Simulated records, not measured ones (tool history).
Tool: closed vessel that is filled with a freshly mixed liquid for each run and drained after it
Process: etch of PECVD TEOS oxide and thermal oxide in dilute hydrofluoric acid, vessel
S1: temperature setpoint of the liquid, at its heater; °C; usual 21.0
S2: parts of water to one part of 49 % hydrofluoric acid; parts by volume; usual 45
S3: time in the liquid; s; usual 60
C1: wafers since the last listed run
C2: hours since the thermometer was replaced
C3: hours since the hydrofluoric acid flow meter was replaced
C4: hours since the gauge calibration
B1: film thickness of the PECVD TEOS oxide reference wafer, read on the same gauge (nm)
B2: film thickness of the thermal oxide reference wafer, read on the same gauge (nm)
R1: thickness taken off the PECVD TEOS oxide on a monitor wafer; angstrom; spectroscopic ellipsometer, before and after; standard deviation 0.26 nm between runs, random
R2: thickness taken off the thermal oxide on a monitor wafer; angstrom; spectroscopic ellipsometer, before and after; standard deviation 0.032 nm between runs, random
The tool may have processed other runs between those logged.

{"run": 1, "day": 0.0, "S1": 22.5, "S2": 45, "S3": 60, "C1": 0, "C2": 970.9, "C3": 1942.2, "C4": 610.7, "B1": 139.95, "B2": 49.98, "R1": 251.9, "R2": 54.4}
{"run": 2, "day": 2.158, "S1": 18.0, "S2": 45, "S3": 75, "C1": 6670, "C2": 1022.7, "C3": 1994.0, "C4": 662.5, "B1": 139.96, "B2": 49.98, "R1": 256.6, "R2": 56.3}
{"run": 3, "day": 4.612, "S1": 18.0, "S2": 45, "S3": 75, "C1": 7584, "C2": 1081.6, "C3": 2052.9, "C4": 721.4, "B1": 140.04, "B2": 49.99, "R1": 253.5, "R2": 55.9}
{"run": 4, "day": 6.446, "S1": 21.0, "S2": 50, "S3": 60, "C1": 5665, "C2": 1125.6, "C3": 2096.9, "C4": 765.4, "B1": 139.93, "B2": 50.06, "R1": 201.8, "R2": 45.6}
{"run": 5, "day": 7.738, "S1": 21.0, "S2": 45, "S3": 35, "C1": 3991, "C2": 1156.6, "C3": 2127.9, "C4": 796.4, "B1": 139.93, "B2": 49.98, "R1": 133.5, "R2": 29.6}
{"run": 6, "day": 10.142, "S1": 21.0, "S2": 45, "S3": 60, "C1": 7430, "C2": 1214.3, "C3": 2185.6, "C4": 854.1, "B1": 140.0, "B2": 49.99, "R1": 225.3, "R2": 50.7}
{"run": 7, "day": 12.3, "S1": 21.0, "S2": 45, "S3": 60, "C1": 6670, "C2": 1266.1, "C3": 2237.4, "C4": 905.9, "B1": 139.98, "B2": 50.0, "R1": 228.1, "R2": 50.0}
{"run": 8, "day": 14.288, "S1": 21.0, "S2": 55, "S3": 60, "C1": 6142, "C2": 1313.8, "C3": 2285.1, "C4": 953.6, "B1": 140.02, "B2": 50.05, "R1": 184.3, "R2": 40.9}
{"run": 9, "day": 16.867, "S1": 21.0, "S2": 50, "S3": 70, "C1": 7970, "C2": 1375.7, "C3": 2347.0, "C4": 1015.5, "B1": 140.02, "B2": 49.98, "R1": 233.4, "R2": 52.5}
{"run": 10, "day": 18.438, "S1": 21.0, "S2": 50, "S3": 70, "C1": 4854, "C2": 1413.4, "C3": 2384.7, "C4": 1053.2, "B1": 139.94, "B2": 49.97, "R1": 236.0, "R2": 52.6}
{"day": 20.246, "done": "hydrofluoric acid flow meter replaced"}
{"run": 11, "day": 20.492, "S1": 21.0, "S2": 50, "S3": 70, "C1": 6219, "C2": 1462.7, "C3": 5.9, "C4": 1102.5, "B1": 140.05, "B2": 49.99, "R1": 273.7, "R2": 60.3}
{"day": 21.933, "done": "thermometer replaced"}
{"run": 12, "day": 23.408, "S1": 19.0, "S2": 35, "S3": 60, "C1": 8885, "C2": 35.4, "C3": 75.9, "C4": 1172.5, "B1": 140.01, "B2": 49.97, "R1": 310.0, "R2": 69.0}
{"run": 13, "day": 25.983, "S1": 19.0, "S2": 35, "S3": 60, "C1": 7958, "C2": 97.2, "C3": 137.7, "C4": 1234.3, "B1": 140.01, "B2": 49.97, "R1": 309.2, "R2": 69.0}
{"run": 14, "day": 27.288, "S1": 21.0, "S2": 55, "S3": 70, "C1": 4030, "C2": 128.5, "C3": 169.0, "C4": 1265.6, "B1": 140.0, "B2": 49.99, "R1": 243.9, "R2": 54.0}
{"run": 15, "day": 29.971, "S1": 18.0, "S2": 45, "S3": 75, "C1": 8292, "C2": 192.9, "C3": 233.4, "C4": 1330.0, "B1": 139.96, "B2": 49.95, "R1": 281.9, "R2": 63.2}
{"run": 16, "day": 31.683, "S1": 24.5, "S2": 30, "S3": 85, "C1": 5292, "C2": 234.0, "C3": 274.5, "C4": 1371.1, "B1": 139.93, "B2": 49.99, "R1": 653.6, "R2": 143.8}
{"run": 17, "day": 34.483, "S1": 23.5, "S2": 45, "S3": 30, "C1": 8653, "C2": 301.2, "C3": 341.7, "C4": 1438.3, "B1": 140.03, "B2": 50.0, "R1": 143.9, "R2": 31.4}
{"run": 18, "day": 36.675, "S1": 21.0, "S2": 45, "S3": 60, "C1": 6773, "C2": 353.8, "C3": 394.3, "C4": 1490.9, "B1": 140.0, "B2": 50.03, "R1": 254.2, "R2": 57.0}
{"day": 38.25, "done": "gauge calibrated"}
{"run": 19, "day": 39.604, "S1": 18.0, "S2": 55, "S3": 30, "C1": 9052, "C2": 424.1, "C3": 464.6, "C4": 32.5, "B1": 140.03, "B2": 49.96, "R1": 90.3, "R2": 20.0}
{"run": 20, "day": 41.279, "S1": 21.0, "S2": 30, "S3": 60, "C1": 5176, "C2": 464.3, "C3": 504.8, "C4": 72.7, "B1": 140.0, "B2": 49.98, "R1": 392.3, "R2": 86.0}
{"run": 21, "day": 44.154, "S1": 21.0, "S2": 50, "S3": 70, "C1": 8885, "C2": 533.3, "C3": 573.8, "C4": 141.7, "B1": 139.98, "B2": 49.97, "R1": 263.7, "R2": 58.5}
{"run": 22, "day": 47.062, "S1": 18.5, "S2": 50, "S3": 30, "C1": 8988, "C2": 603.1, "C3": 643.6, "C4": 211.5, "B1": 140.01, "B2": 49.99, "R1": 102.9, "R2": 22.6}
{"run": 23, "day": 49.729, "S1": 21.0, "S2": 55, "S3": 50, "C1": 8241, "C2": 667.1, "C3": 707.6, "C4": 275.5, "B1": 140.0, "B2": 50.0, "R1": 170.8, "R2": 37.5}

What will run 24 give?
{"run": 24, "day": 51.867, "S1": 17.0, "S2": 40, "S3": 40, "C1": 6605, "C2": 718.4, "C3": 758.9, "C4": 326.8, "B1": "?", "B2": "?", "R1": "?", "R2": "?"}

B1: 140.01
B2: 49.96
R1: 159.6 angstrom
R2: 35.3 angstrom
The same run, on a tool lacking any hidden state, would have yielded R1 166.6 angstrom, R2 36.9 angstrom.

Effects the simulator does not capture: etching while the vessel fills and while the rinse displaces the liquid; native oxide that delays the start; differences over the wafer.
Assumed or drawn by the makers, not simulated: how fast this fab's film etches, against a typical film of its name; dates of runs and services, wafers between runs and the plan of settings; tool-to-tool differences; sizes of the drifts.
